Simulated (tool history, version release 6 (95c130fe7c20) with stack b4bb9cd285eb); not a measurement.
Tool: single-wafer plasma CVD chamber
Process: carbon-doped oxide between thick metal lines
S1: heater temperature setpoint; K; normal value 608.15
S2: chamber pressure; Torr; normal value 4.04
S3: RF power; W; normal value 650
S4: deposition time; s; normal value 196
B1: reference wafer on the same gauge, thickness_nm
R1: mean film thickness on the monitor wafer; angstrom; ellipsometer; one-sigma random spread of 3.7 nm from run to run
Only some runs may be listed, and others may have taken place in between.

| run | hour | S1 | S2 | S3 | S4 | B1 | R1 |
|---|---|---|---|---|---|---|---|
| 1 | 0.0 | 608.15 | 4.04 | 650 | 196 | 1400.771 | 11057.46 |
| 2 | 12.8 | 608.15 | 4.04 | 650 | 196 | 1400.716 | 11088.16 |
| 3 | 30.2 | 608.15 | 4.04 | 650 | 196 | 1399.064 | 11021.84 |
| 4 | 45.2 | 608.15 | 4.04 | 650 | 196 | 1401.194 | 11082.32 |
| 5 | 57.1 | 608.15 | 4.04 | 650 | 196 | 1400.223 | 11064.35 |
| 6 | 69.8 | 608.15 | 4.04 | 650 | 196 | 1399.206 | 10979.49 |
| 7 | 81.9 | 608.15 | 4.04 | 650 | 196 | 1399.838 | 11013.54 |
| 8 | 88.3 | 608.15 | 4.04 | 650 | 196 | 1398.396 | 11084.86 |
| 9 | 102.4 | 608.15 | 4.04 | 650 | 196 | 1399.837 | 11016.07 |
|  | 104.8 | gauge calibrated |
| 10 | 110.2 | 608.15 | 4.04 | 650 | 196 | 1398.231 | 11062.78 |
| 11 | 122.3 | 608.15 | 4.04 | 650 | 196 | 1398.409 | 11019.78 |
|  | 130.9 | capacitance manometer re-zeroed and calibrated |
| 12 | 138.9 | 608.15 | 3.47 | 650 | 169 | 1401.330 | 9227.50 |
| 13 | 148.3 | 608.15 | 4.50 | 650 | 196 | 1398.433 | 11315.26 |
| 14 | 154.5 | 603.15 | 5.04 | 715 | 223 | 1398.237 | 14531.76 |
| 15 | 163.5 | 608.15 | 3.27 | 650 | 196 | 1398.581 | 10584.27 |
| 16 | 179.7 | 608.15 | 4.04 | 650 | 196 | 1399.281 | 11028.83 |
|  | 189.2 | thermocouple changed; heater temperature recalibrated |
| 17 | 189.7 | 608.15 | 4.04 | 650 | 196 | 1399.382 | 10987.02 |
| 18 | 203.5 | 608.15 | 4.04 | 650 | 196 | 1399.463 | 11082.08 |
|  | 214.2 | RF generator calibrated |
| 19 | 220.5 | 608.15 | 4.04 | 770 | 225 | 1400.130 | 15647.72 |
|  | 228.7 | showerhead replaced, of another model than before |
| 20 | 232.0 | 600.15 | 4.38 | 545 | 196 | 1400.404 | 10840.04 |
| 21 | 246.2 | 613.15 | 3.43 | 650 | 181 | 1400.559 | 10517.39 |
| 22 | 255.4 | 614.15 | 4.04 | 570 | 196 | 1400.440 | 10663.67 |
|  | 264.2 | gauge calibrated |
| 23 | 264.7 | 597.15 | 5.05 | 760 | 175 | 1398.621 | 12421.03 |
| 24 | 278.4 | 596.15 | 4.04 | 610 | 167 | 1399.006 | 9906.15 |
| 25 | 284.5 | 615.15 | 4.61 | 595 | 217 | 1398.998 | 12256.77 |
| 26 | 302.5 | 622.15 | 4.94 | 595 | 183 | 1401.305 | 10291.90 |
| 27 | 309.8 | 595.15 | 4.04 | 605 | 181 | 1401.183 | 10685.15 |

5 options for the next run, each taken on its own from the tool as it stands now. Forecast them:
| A | 310.3 | 608.15 | 4.04 | 650 | 167 | ? | ? |
| B | 310.3 | 615.15 | 4.04 | 595 | 196 | ? | ? |
| C | 310.3 | 618.15 | 4.66 | 530 | 165 | ? | ? |
| D | 310.3 | 608.15 | 3.11 | 650 | 196 | ? | ? |
| E | 310.3 | 593.15 | 3.11 | 735 | 196 | ? | ? |

| run | B1 | R1 |
|---|---|---|
| A | 1399.051 | 10027.96 |
| B | 1399.051 | 10886.84 |
| C | 1399.051 | 8601.81 |
| D | 1399.051 | 11339.83 |
| E | 1399.051 | 12812.16 |
Without the tool's unlogged condition, the same runs would have read:
| run | R1 |
|---|---|
| A | 10218.67 |
| B | 11093.88 |
| C | 8770.77 |
| D | 11555.49 |
| E | 13048.81 |
